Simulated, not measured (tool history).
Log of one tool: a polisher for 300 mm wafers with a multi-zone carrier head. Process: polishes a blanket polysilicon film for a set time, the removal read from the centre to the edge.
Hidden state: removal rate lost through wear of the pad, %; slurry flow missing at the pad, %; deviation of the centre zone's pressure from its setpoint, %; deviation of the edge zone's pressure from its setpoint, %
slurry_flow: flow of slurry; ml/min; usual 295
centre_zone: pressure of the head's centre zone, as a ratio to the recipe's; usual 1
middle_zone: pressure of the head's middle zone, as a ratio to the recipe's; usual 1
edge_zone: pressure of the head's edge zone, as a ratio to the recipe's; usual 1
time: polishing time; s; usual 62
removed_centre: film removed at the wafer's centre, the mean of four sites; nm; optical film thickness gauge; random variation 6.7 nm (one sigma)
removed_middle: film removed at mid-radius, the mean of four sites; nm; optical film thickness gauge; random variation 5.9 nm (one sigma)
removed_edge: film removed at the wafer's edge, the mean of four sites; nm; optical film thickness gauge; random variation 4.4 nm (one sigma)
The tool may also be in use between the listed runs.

run,hour,slurry_flow,centre_zone,middle_zone,edge_zone,time,wafers since the last listed run,wafers polished on this pad,hours since the slurry nozzle was cleaned,hours since the centre zone pressure was calibrated,hours since the edge zone pressure was calibrated,hours since the carrier head's membrane was replaced,"incoming thickness of the incoming film, nm",removed_centre,removed_middle,removed_edge
1,0,355,1,1.08,1,62,0,358,31,1405.8,419.2,122.2,2073.3,560.4,548.8,498.3
2,10.6,295,1,1,1,77,68,426,41.6,1416.4,429.8,132.8,2137.8,683,637.1,616.1
3,27.8,205,1,1,0.94,62,110,537,58.8,1433.6,447,150,2089,521.5,485.5,464.1
4,33.9,295,1,1,1,62,39,576,64.9,1439.7,453.1,156.1,2097.6,539.1,504.6,497.1
5,41.5,350,1.05,1.11,0.93,62,48,625,72.5,1447.3,460.7,163.7,2079.1,587.7,556.7,486.1
# hour 48: worn pad replaced by a new one
# hour 72.6: centre zone pressure recalibrated
6,79.8,240,1,1,0.95,62,208,192,110.8,7.2,499,202,2111.7,465.8,489.8,473.1
7,87.7,295,1,1,1,69,50,243,118.7,15.1,506.9,209.9,2109.3,529.6,552.4,547.1
# hour 96.9: edge zone pressure recalibrated
8,97.4,195,1.11,1,1,62,49,292,128.4,24.8,0.5,219.6,2085.9,500.9,461.9,465.8
9,103.8,195,1.11,1,1,62,41,333,134.8,31.2,6.9,226,2076,489.2,464.5,464.1
10,112.4,335,1,1,1,82,55,389,143.4,39.8,15.5,234.6,2069.3,644.5,681.4,659.2
11,125.9,295,1.09,0.91,1,69,87,476,156.9,53.3,29,248.1,2111.3,602.4,525.6,548.7
12,141.4,295,0.9,1,1.1,62,99,576,172.4,68.8,44.5,263.6,2081.2,436.6,491.5,504.9
13,152.7,295,0.94,1,0.98,62,72,649,183.7,80.1,55.8,274.9,2087.9,456.8,504.4,487.7
14,164.1,365,1,1.08,0.94,44,73,722,195.1,91.5,67.2,286.3,2132,359.1,383.7,348
# hour 172.6: worn pad replaced by a new one
15,181.4,295,1,1,1,62,85,56,212.4,108.8,84.5,303.6,2089.6,483.6,490.9,490.9
16,192.5,295,1.09,0.95,1.1,62,71,128,223.5,119.9,95.6,314.7,2131.9,532.6,486.8,501
17,210.3,295,1,1,1,62,114,243,241.3,137.7,113.4,332.5,2138.2,499.1,497.9,489.7
18,227.4,295,1,1,1,62,110,353,258.4,154.8,130.5,349.6,2111.3,491,499.2,480.6
19,234.2,295,1,1,1,62,43,397,265.2,161.6,137.3,356.4,2063.8,497.7,492.4,489.8
20,242.8,205,0.88,1,1,42,55,452,273.8,170.2,145.9,365,2080.4,270.1,307.2,310.2
21,251.5,295,1,0.94,0.96,62,56,508,282.5,178.9,154.6,373.7,2077.9,485,469.9,479.5

5 ways to go on from here, each from the tool as it stands after run 21. What would each give?
A,251.9,295,1,1,1,62,2,511,282.9,179.3,155,374.1,2099.2,?,?,?
B,251.9,265,0.95,1,1.11,62,2,511,282.9,179.3,155,374.1,2099.2,?,?,?
C,251.9,365,1.1,1,0.93,71,2,511,282.9,179.3,155,374.1,2099.2,?,?,?
D,251.9,295,1.05,1,1,54,2,511,282.9,179.3,155,374.1,2099.2,?,?,?
E,251.9,295,1,0.94,1,62,2,511,282.9,179.3,155,374.1,2099.2,?,?,?

run,removed_centre,removed_middle,removed_edge
A,492.6,489.4,478.6
B,458,480.3,490.8
C,642.7,577.9,546.7
D,450.6,426.1,416.9
E,492.4,471.1,478.9
Without the tool's hidden state the same runs would have given:
run,removed_centre,removed_middle,removed_edge
A,505.6,516.1,498
B,473.6,509.8,512.9
C,651.9,603,564.6
D,462.6,449.4,433.7
E,505.5,496.9,498.3

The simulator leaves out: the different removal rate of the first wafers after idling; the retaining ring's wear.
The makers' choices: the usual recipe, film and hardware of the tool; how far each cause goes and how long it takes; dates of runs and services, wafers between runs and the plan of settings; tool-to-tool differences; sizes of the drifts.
